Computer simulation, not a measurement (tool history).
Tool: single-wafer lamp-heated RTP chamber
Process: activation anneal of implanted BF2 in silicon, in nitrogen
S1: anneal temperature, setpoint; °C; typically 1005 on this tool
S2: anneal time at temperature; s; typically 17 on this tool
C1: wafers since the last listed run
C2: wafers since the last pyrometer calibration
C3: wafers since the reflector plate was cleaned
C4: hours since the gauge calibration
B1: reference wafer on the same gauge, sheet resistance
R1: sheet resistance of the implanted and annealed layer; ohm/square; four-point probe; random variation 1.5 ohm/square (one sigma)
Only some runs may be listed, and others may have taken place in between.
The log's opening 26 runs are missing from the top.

Run 27, day 27.846: usual settings but S2 10 s; C1 250; C2 1368; C3 4217; C4 133.7; B1 262.2. Result: R1 271.35 ohm/square.
Run 28, day 29.275: usual settings but S1 977 °C, S2 12 s; C1 404; C2 1772; C3 4621; C4 168; B1 262.33. Result: R1 283.1 ohm/square.
Run 29, day 29.946: usual settings; C1 189; C2 1962; C3 4811; C4 184.1; B1 262.04. Result: R1 268.86 ohm/square.
At day 30.971: pyrometer window cleaned and pyrometer calibrated.
Run 30, day 31.258: usual settings but S1 980 °C, S2 12 s; C1 276; C2 81; C3 5087; C4 215.6; B1 261.75. Result: R1 280.72 ohm/square.
Run 31, day 31.954: usual settings; C1 196; C2 278; C3 5284; C4 232.3; B1 261.65. Result: R1 265.71 ohm/square.
Run 32, day 33.079: usual settings but S1 1025 °C, S2 8 s; C1 318; C2 596; C3 5602; C4 259.3; B1 261.74. Result: R1 268.26 ohm/square.
Run 33, day 34.025: usual settings but S1 1014 °C, S2 10 s; C1 267; C2 863; C3 5870; C4 282; B1 261.76. Result: R1 267.43 ohm/square.
Run 34, day 35.025: usual settings but S1 1034 °C; C1 282; C2 1146; C3 6152; C4 306; B1 261.98. Result: R1 264.11 ohm/square.
Run 35, day 35.854: usual settings but S1 1017 °C, S2 13 s; C1 234; C2 1381; C3 6387; C4 325.9; B1 262. Result: R1 265.44 ohm/square.

Forecast each of these 5 alternatives for the next run:
Run A, day 35.871: usual settings; C1 4; C2 1385; C3 6392; C4 326.3; B1 ?. Result: R1 ?.
Run B, day 35.871: usual settings but S1 1029 °C, S2 9 s; C1 4; C2 1385; C3 6392; C4 326.3; B1 ?. Result: R1 ?.
Run C, day 35.871: usual settings but S1 1021 °C, S2 13 s; C1 4; C2 1385; C3 6392; C4 326.3; B1 ?. Result: R1 ?.
Run D, day 35.871: usual settings but S1 992 °C; C1 4; C2 1385; C3 6392; C4 326.3; B1 ?. Result: R1 ?.
Run E, day 35.871: usual settings but S1 1020 °C, S2 25 s; C1 4; C2 1385; C3 6392; C4 326.3; B1 ?. Result: R1 ?.

run      B1      R1
  A  262.19  269.35
  B  262.19  267.92
  C  262.19  267.59
  D  262.19  273.63
  E  262.19  264.01
The same runs, with their run-to-run variation unchanged, on a tool lacking any hidden condition would have given:
run      R1
  A  269.35
  B  267.92
  C  267.59
  D  273.63
  E  264.01
